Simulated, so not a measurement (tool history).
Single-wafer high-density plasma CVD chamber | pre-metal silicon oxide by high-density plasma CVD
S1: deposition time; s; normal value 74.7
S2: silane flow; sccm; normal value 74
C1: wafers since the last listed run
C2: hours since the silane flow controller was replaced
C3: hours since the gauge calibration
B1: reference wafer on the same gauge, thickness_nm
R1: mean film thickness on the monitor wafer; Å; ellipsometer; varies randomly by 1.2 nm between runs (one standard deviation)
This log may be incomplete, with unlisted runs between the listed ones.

run 1 hour=0.0 | S1=78.4 S2=84 | C1=0 C2=1045.6 C3=231.0 | B1=596.304 | R1=6270.33
run 2 hour=29.1 | S1=74.7 S2=74 | C1=585 C2=1074.7 C3=260.1 | B1=595.917 | R1=5253.36
run 3 hour=81.4 | S1=74.7 S2=67 | C1=1052 C2=1127.0 C3=312.4 | B1=595.821 | R1=4777.57
run 4 hour=103.8 | S1=74.7 S2=67 | C1=450 C2=1149.4 C3=334.8 | B1=596.040 | R1=4799.48
run 5 hour=136.9 | S1=74.7 S2=67 | C1=666 C2=1182.5 C3=367.9 | B1=595.753 | R1=4774.28
run 6 hour=164.5 | S1=74.7 S2=74 | C1=555 C2=1210.1 C3=395.5 | B1=596.122 | R1=5290.22
run 7 hour=181.6 | S1=84.0 S2=80 | C1=344 C2=1227.2 C3=412.6 | B1=595.494 | R1=6442.13
run 8 hour=211.8 | S1=84.0 S2=80 | C1=607 C2=1257.4 C3=442.8 | B1=595.425 | R1=6454.20
run 9 hour=237.2 | S1=66.1 S2=74 | C1=511 C2=1282.8 C3=468.2 | B1=596.054 | R1=4693.21
run 10 hour=272.7 | S1=74.7 S2=74 | C1=714 C2=1318.3 C3=503.7 | B1=595.903 | R1=5307.68
-- hour=281.9 gauge calibrated
run 11 hour=285.5 | S1=70.0 S2=68 | C1=257 C2=1331.1 C3=3.6 | B1=595.425 | R1=4579.35
run 12 hour=306.7 | S1=74.7 S2=69 | C1=426 C2=1352.3 C3=24.8 | B1=595.850 | R1=4961.32
run 13 hour=331.6 | S1=80.2 S2=74 | C1=501 C2=1377.2 C3=49.7 | B1=595.997 | R1=5707.31
-- hour=343.6 silane flow controller replaced
run 14 hour=358.9 | S1=74.7 S2=64 | C1=388 C2=15.3 C3=77.0 | B1=595.972 | R1=4392.95
run 15 hour=391.0 | S1=84.7 S2=74 | C1=645 C2=47.4 C3=109.1 | B1=595.609 | R1=5782.68
run 16 hour=407.6 | S1=62.5 S2=68 | C1=334 C2=64.0 C3=125.7 | B1=596.070 | R1=3915.58
run 17 hour=433.9 | S1=89.1 S2=85 | C1=529 C2=90.3 C3=152.0 | B1=595.921 | R1=7004.87
run 18 hour=466.8 | S1=69.1 S2=82 | C1=662 C2=123.2 C3=184.9 | B1=596.111 | R1=5230.93

Measured result minus the same run's result without the hidden state. Both carry the same run-to-run variation, though not necessarily the same gauge scatter:
Hidden state at play: delivered silane flow above the setpoint (%); gauge reads high (%).
run=1 R1=+230.86
run=2 R1=+198.70
run=3 R1=+189.31
run=4 R1=+193.88
run=5 R1=+198.27
run=6 R1=+224.70
run=7 R1=+277.39
run=8 R1=+284.56
run=9 R1=+210.98
run=10 R1=+245.00
run=11 R1=+213.37
run=12 R1=+234.73
run=13 R1=+274.83
run=14 R1=+15.31
run=15 R1=+27.02
run=16 R1=+20.70
run=17 R1=+43.82
run=18 R1=+39.05

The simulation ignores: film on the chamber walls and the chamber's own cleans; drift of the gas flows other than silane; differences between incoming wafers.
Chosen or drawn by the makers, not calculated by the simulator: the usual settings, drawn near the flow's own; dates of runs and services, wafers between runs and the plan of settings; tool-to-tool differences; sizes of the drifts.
